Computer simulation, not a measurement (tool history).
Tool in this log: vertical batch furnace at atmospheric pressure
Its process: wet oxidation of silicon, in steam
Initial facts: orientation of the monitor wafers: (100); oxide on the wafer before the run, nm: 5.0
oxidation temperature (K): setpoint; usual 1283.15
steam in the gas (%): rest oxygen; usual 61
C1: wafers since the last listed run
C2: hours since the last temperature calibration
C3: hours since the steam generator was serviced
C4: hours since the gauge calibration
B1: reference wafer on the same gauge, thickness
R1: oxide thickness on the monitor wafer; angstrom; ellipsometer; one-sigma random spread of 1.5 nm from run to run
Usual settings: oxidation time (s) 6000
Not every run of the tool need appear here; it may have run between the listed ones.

{"run": 1, "hour": 0.0, "oxidation temperature (K)": 1283.15, "oxidation time (s)": 6000, "steam in the gas (%)": 61, "C1": 0, "C2": 3266.1, "C3": 3462.7, "C4": 568.4, "B1": 574, "R1": 4827}
{"run": 2, "hour": 49.8, "oxidation temperature (K)": 1283.15, "oxidation time (s)": 6000, "steam in the gas (%)": 61, "C1": 792, "C2": 3315.9, "C3": 3512.5, "C4": 618.2, "B1": 575.03, "R1": 4785.7}
{"run": 3, "hour": 106.3, "oxidation temperature (K)": 1283.15, "oxidation time (s)": 6000, "steam in the gas (%)": 61, "C1": 898, "C2": 3372.4, "C3": 3569, "C4": 674.7, "B1": 573.98, "R1": 4815.8}
{"run": 4, "hour": 142.4, "oxidation temperature (K)": 1283.15, "oxidation time (s)": 6000, "steam in the gas (%)": 61, "C1": 574, "C2": 3408.5, "C3": 3605.1, "C4": 710.8, "B1": 573.81, "R1": 4805.5}
{"run": 5, "hour": 179.5, "oxidation temperature (K)": 1283.15, "oxidation time (s)": 6000, "steam in the gas (%)": 61, "C1": 590, "C2": 3445.6, "C3": 3642.2, "C4": 747.9, "B1": 573.61, "R1": 4806.6}
{"run": 6, "hour": 215.1, "oxidation temperature (K)": 1283.15, "oxidation time (s)": 3660, "steam in the gas (%)": 57, "C1": 566, "C2": 3481.2, "C3": 3677.8, "C4": 783.5, "B1": 573.98, "R1": 3254.1}
{"run": 7, "hour": 401.0, "oxidation temperature (K)": 1283.15, "oxidation time (s)": 3660, "steam in the gas (%)": 57, "C1": 2957, "C2": 3667.1, "C3": 3863.7, "C4": 969.4, "B1": 574.15, "R1": 3266.8}
{"run": 8, "hour": 439.0, "oxidation temperature (K)": 1283.15, "oxidation time (s)": 6000, "steam in the gas (%)": 61, "C1": 604, "C2": 3705.1, "C3": 3901.7, "C4": 1007.4, "B1": 574.31, "R1": 4796.3}
{"run": 9, "hour": 468.6, "oxidation temperature (K)": 1283.15, "oxidation time (s)": 6000, "steam in the gas (%)": 61, "C1": 470, "C2": 3734.7, "C3": 3931.3, "C4": 1037, "B1": 573.25, "R1": 4763.6}
{"hour": 513.1, "done": "steam generator serviced"}
{"run": 10, "hour": 533.6, "oxidation temperature (K)": 1283.15, "oxidation time (s)": 6000, "steam in the gas (%)": 61, "C1": 652, "C2": 3799.7, "C3": 20.5, "C4": 1102, "B1": 574.09, "R1": 5067.8}
{"run": 11, "hour": 558.1, "oxidation temperature (K)": 1283.15, "oxidation time (s)": 6000, "steam in the gas (%)": 61, "C1": 389, "C2": 3824.2, "C3": 45, "C4": 1126.5, "B1": 573.89, "R1": 5034.3}
{"hour": 628.4, "done": "thermocouples replaced and temperature profile calibrated"}
{"run": 12, "hour": 699.0, "oxidation temperature (K)": 1290.15, "oxidation time (s)": 6000, "steam in the gas (%)": 73, "C1": 1859, "C2": 70.6, "C3": 185.9, "C4": 1267.4, "B1": 574.46, "R1": 5915.2}
{"run": 13, "hour": 746.1, "oxidation temperature (K)": 1298.15, "oxidation time (s)": 3240, "steam in the gas (%)": 71, "C1": 749, "C2": 117.7, "C3": 233, "C4": 1314.5, "B1": 574.73, "R1": 4098.2}
{"run": 14, "hour": 793.3, "oxidation temperature (K)": 1283.15, "oxidation time (s)": 4920, "steam in the gas (%)": 61, "C1": 750, "C2": 164.9, "C3": 280.2, "C4": 1361.7, "B1": 573.96, "R1": 4399.4}
{"hour": 852.3, "done": "gauge calibrated"}
{"run": 15, "hour": 855.7, "oxidation temperature (K)": 1283.15, "oxidation time (s)": 6000, "steam in the gas (%)": 52, "C1": 992, "C2": 227.3, "C3": 342.6, "C4": 3.4, "B1": 574.35, "R1": 4521.4}
{"run": 16, "hour": 908.8, "oxidation temperature (K)": 1305.15, "oxidation time (s)": 5220, "steam in the gas (%)": 52, "C1": 844, "C2": 280.4, "C3": 395.7, "C4": 56.5, "B1": 573.72, "R1": 4737}
{"run": 17, "hour": 953.3, "oxidation temperature (K)": 1283.15, "oxidation time (s)": 6000, "steam in the gas (%)": 61, "C1": 707, "C2": 324.9, "C3": 440.2, "C4": 101, "B1": 573.56, "R1": 5022.5}
{"run": 18, "hour": 998.3, "oxidation temperature (K)": 1283.15, "oxidation time (s)": 6000, "steam in the gas (%)": 61, "C1": 715, "C2": 369.9, "C3": 485.2, "C4": 146, "B1": 574.14, "R1": 5005.7}

The next listed run, before its measurement:
{"run": 19, "hour": 1038.9, "oxidation temperature (K)": 1283.15, "oxidation time (s)": 6000, "steam in the gas (%)": 66, "C1": 645, "C2": 410.5, "C3": 525.8, "C4": 186.6, "B1": "?", "R1": "?"}

Run 19 yielded B1 573.96, R1 5264 angstrom.
The same run, on a tool lacking any hidden state, would have yielded R1 5333.7 angstrom.
